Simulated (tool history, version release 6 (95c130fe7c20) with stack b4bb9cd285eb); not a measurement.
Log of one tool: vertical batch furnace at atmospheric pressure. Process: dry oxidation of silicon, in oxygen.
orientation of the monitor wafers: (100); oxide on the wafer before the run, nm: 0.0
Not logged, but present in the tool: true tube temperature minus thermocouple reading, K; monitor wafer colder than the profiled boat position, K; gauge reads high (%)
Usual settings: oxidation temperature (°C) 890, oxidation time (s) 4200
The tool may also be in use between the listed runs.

run,hour,oxidation temperature (°C),oxidation time (s),wafers since the last listed run,hours since the last temperature calibration,hours since the boat lift was adjusted,hours since the gauge calibration,"read-back reference wafer on the same gauge, thickness",oxide thickness on the monitor wafer (angstrom)
1,0,890,4200,0,4835.9,1072.7,316.1,18.17,203.1
2,21.1,876,3540,205,4857,1093.8,337.2,18.19,153.9
3,46.2,876,3540,244,4882.1,1118.9,362.3,18.21,155.4
4,113,898,5610,651,4948.9,1185.7,429.1,18.21,265.1
5,128.4,898,5610,150,4964.3,1201.1,444.5,18.2,265.4
6,148.7,890,4200,198,4984.6,1221.4,464.8,18.23,201.1
7,220.4,890,4200,699,5056.3,1293.1,536.5,18.18,201.4
# hour 245: thermocouples replaced and temperature profile calibrated
8,245.5,890,4200,10,0.5,1318.2,561.6,18.21,201.4
9,260.1,890,4200,142,15.1,1332.8,576.2,18.21,199.6
10,274.8,890,4200,143,29.8,1347.5,590.9,18.19,201.2
11,286.9,890,4200,118,41.9,1359.6,603,18.19,200.5
12,314.4,890,4200,268,69.4,1387.1,630.5,18.2,200.5
13,345.1,890,4200,299,100.1,1417.8,661.2,18.21,199.9
14,359.9,880,4830,144,114.9,1432.6,676,18.21,198.9
15,373.1,880,4830,128,128.1,1445.8,689.2,18.2,198.9
16,402.3,905,4200,284,157.3,1475,718.4,18.2,231.2
17,427.5,903,4200,245,182.5,1500.2,743.6,18.16,226.7
18,454.8,879,4830,266,209.8,1527.5,770.9,18.23,195
19,481.4,890,4200,259,236.4,1554.1,797.5,18.22,198.6
20,499.4,900,4200,175,254.4,1572.1,815.5,18.22,220
21,527.3,900,3630,272,282.3,1600,843.4,18.19,199.8

Run 22 is up next; what results do you expect?
22,553.3,880,4200,253,308.3,1626,869.4,?,?

read-back reference wafer on the same gauge, thickness: 18.2
oxide thickness on the monitor wafer (angstrom): 177.3
If the tool had no hidden condition, the same run with the same run-to-run variation would have returned oxide thickness on the monitor wafer (angstrom) 184.9.

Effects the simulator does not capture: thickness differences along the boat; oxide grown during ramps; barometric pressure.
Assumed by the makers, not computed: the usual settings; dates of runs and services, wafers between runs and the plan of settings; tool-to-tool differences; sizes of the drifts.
